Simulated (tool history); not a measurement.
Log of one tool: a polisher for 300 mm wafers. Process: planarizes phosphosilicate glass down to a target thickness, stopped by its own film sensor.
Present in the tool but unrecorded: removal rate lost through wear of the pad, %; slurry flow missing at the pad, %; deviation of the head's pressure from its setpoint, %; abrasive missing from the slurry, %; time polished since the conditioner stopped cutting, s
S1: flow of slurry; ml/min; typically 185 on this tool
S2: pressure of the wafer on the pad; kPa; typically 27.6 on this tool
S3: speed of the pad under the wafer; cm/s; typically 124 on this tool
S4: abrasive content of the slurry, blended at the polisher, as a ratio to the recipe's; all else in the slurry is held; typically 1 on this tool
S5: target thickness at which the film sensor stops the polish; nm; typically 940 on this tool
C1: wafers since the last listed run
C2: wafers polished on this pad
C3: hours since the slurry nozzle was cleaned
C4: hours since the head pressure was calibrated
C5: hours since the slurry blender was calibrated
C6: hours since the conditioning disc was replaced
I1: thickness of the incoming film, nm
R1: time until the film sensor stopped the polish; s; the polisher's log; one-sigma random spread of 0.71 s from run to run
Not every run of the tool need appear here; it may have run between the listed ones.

Run 1, hour 0: usual settings but S5 1086 nm; C1 0; C2 413; C3 178.3; C4 832.8; C5 5.5; C6 17.9; I1 2179.6. Result: R1 84.1 s.
Run 2, hour 51.2: usual settings but S5 1086 nm; C1 584; C2 997; C3 229.5; C4 884; C5 56.7; C6 69.1; I1 2230.1. Result: R1 89.7 s.
At hour 66.2: head pressure recalibrated.
Run 3, hour 109.8: usual settings but S2 20.7 kPa, S3 112 cm/s; C1 645; C2 1643; C3 288.1; C4 43.6; C5 115.3; C6 127.7; I1 2190.2. Result: R1 129.8 s.
Run 4, hour 157.8: usual settings but S1 150 ml/min, S2 24.8 kPa, S3 84 cm/s, S4 0.85; C1 547; C2 2191; C3 336.1; C4 91.6; C5 163.3; C6 175.7; I1 2204.5. Result: R1 150.6 s.
Run 5, hour 198.2: usual settings but S5 1312 nm; C1 460; C2 2651; C3 376.5; C4 132; C5 203.7; C6 216.1; I1 2201.1. Result: R1 66.3 s.
At hour 224.1: slurry nozzle cleaned.
Run 6, hour 253.7: usual settings but S1 135 ml/min, S2 34.5 kPa, S3 110 cm/s; C1 621; C2 3273; C3 29.6; C4 187.5; C5 259.2; C6 271.6; I1 2252.1. Result: R1 92.1 s.
Run 7, hour 298.7: usual settings but S1 125 ml/min, S2 23.4 kPa; C1 513; C2 3786; C3 74.6; C4 232.5; C5 304.2; C6 316.6; I1 2206.7. Result: R1 123.9 s.
Run 8, hour 356.9: usual settings but S3 100 cm/s, S4 0.85; C1 663; C2 4450; C3 132.8; C4 290.7; C5 362.4; C6 374.8; I1 2187.6. Result: R1 125.7 s.
Run 9, hour 400.9: usual settings but S3 160 cm/s, S4 0.7; C1 501; C2 4952; C3 176.8; C4 334.7; C5 406.4; C6 418.8; I1 2229.1. Result: R1 116.6 s.
Run 10, hour 429.1: usual settings but S4 0.9, S5 1069 nm; C1 321; C2 5274; C3 205; C4 362.9; C5 434.6; C6 447; I1 2217.6. Result: R1 98.4 s.
At hour 437.3: worn pad replaced by a new one.
Run 11, hour 494.7: usual settings but S2 31.7 kPa, S3 158 cm/s; C1 702; C2 655; C3 270.6; C4 428.5; C5 500.2; C6 512.6; I1 2233.9. Result: R1 78.3 s.
At hour 516: slurry blender recalibrated.
Run 12, hour 552.2: usual settings but S1 205 ml/min, S2 23.4 kPa, S5 728 nm; C1 633; C2 1288; C3 328.1; C4 486; C5 36.2; C6 570.1; I1 2218.7. Result: R1 138.6 s.
At hour 585.4: conditioning disc replaced and pad reconditioned.
Run 13, hour 604.6: usual settings; C1 574; C2 1863; C3 380.5; C4 538.4; C5 88.6; C6 19.2; I1 2193.9. Result: R1 98.3 s.
At hour 646.6: slurry nozzle cleaned.
Run 14, hour 666.2: usual settings but S4 1.2; C1 691; C2 2554; C3 19.6; C4 600; C5 150.2; C6 80.8; I1 2165.7. Result: R1 87.9 s.
Run 15, hour 713.8: usual settings but S5 1086 nm; C1 542; C2 3097; C3 67.2; C4 647.6; C5 197.8; C6 128.4; I1 2216.7. Result: R1 89.2 s.
Run 16, hour 758.6: usual settings; C1 511; C2 3608; C3 112; C4 692.4; C5 242.6; C6 173.2; I1 2235.4. Result: R1 105.2 s.
Run 17, hour 801.6: usual settings but S5 711 nm; C1 490; C2 4098; C3 155; C4 735.4; C5 285.6; C6 216.2; I1 2192.8. Result: R1 121.3 s.
Run 18, hour 836.6: usual settings but S1 145 ml/min, S3 142 cm/s, S4 0.75; C1 399; C2 4498; C3 190; C4 770.4; C5 320.6; C6 251.2; I1 2164.1. Result: R1 117.3 s.
At hour 841.4: worn pad replaced by a new one.
Run 19, hour 890.9: usual settings but S2 33.1 kPa; C1 573; C2 564; C3 244.3; C4 824.7; C5 374.9; C6 305.5; I1 2229.4. Result: R1 87.8 s.
Run 20, hour 955.8: usual settings; C1 740; C2 1304; C3 309.2; C4 889.6; C5 439.8; C6 370.4; I1 2204.3. Result: R1 103.7 s.
At hour 968.6: head pressure recalibrated.
Run 21, hour 979.8: usual settings but S2 37.2 kPa; C1 250; C2 1555; C3 333.2; C4 11.2; C5 463.8; C6 394.4; I1 2188.1. Result: R1 68.2 s.
At hour 1015.5: slurry blender recalibrated.
Run 22, hour 1016.2: usual settings; C1 392; C2 1947; C3 369.6; C4 47.6; C5 0.7; C6 430.8; I1 2172.7. Result: R1 90.5 s.
Run 23, hour 1043.2: usual settings but S4 0.9; C1 307; C2 2255; C3 396.6; C4 74.6; C5 27.7; C6 457.8; I1 2218.8. Result: R1 101.6 s.
At hour 1078.5: conditioning disc replaced and pad reconditioned.
Run 24, hour 1082: usual settings but S1 135 ml/min, S2 19.3 kPa, S3 154 cm/s, S4 0.75; C1 419; C2 2675; C3 435.4; C4 113.4; C5 66.5; C6 3.5; I1 2196.7. Result: R1 148.2 s.
Run 25, hour 1125.6: usual settings but S1 120 ml/min, S3 84 cm/s; C1 497; C2 3173; C3 479; C4 157; C5 110.1; C6 47.1; I1 2202. Result: R1 127.3 s.
At hour 1145.6: slurry nozzle cleaned.
Run 26, hour 1191: usual settings but S2 35.2 kPa; C1 734; C2 3907; C3 45.4; C4 222.4; C5 175.5; C6 112.5; I1 2193.8. Result: R1 73.5 s.

Each row is a separate what-if for the run after 26, all from the same tool condition, not one after another. Results?
Run A, hour 1191.5: usual settings; C1 5; C2 3913; C3 45.9; C4 222.9; C5 176; C6 113; I1 2200.4. Result: R1 ?.
Run B, hour 1191.5: usual settings but S1 165 ml/min, S3 150 cm/s, S4 1.15, S5 507 nm; C1 5; C2 3913; C3 45.9; C4 222.9; C5 176; C6 113; I1 2200.4. Result: R1 ?.
Run C, hour 1191.5: usual settings but S1 230 ml/min, S2 24.1 kPa, S4 0.75, S5 1264 nm; C1 5; C2 3913; C3 45.9; C4 222.9; C5 176; C6 113; I1 2200.4. Result: R1 ?.

run     R1
  A   93.7
  B  105.4
  C   95.8
Without the tool's hidden state the same runs would have given:
run    R1
  A  87.2
  B  97.7
  C  89.4
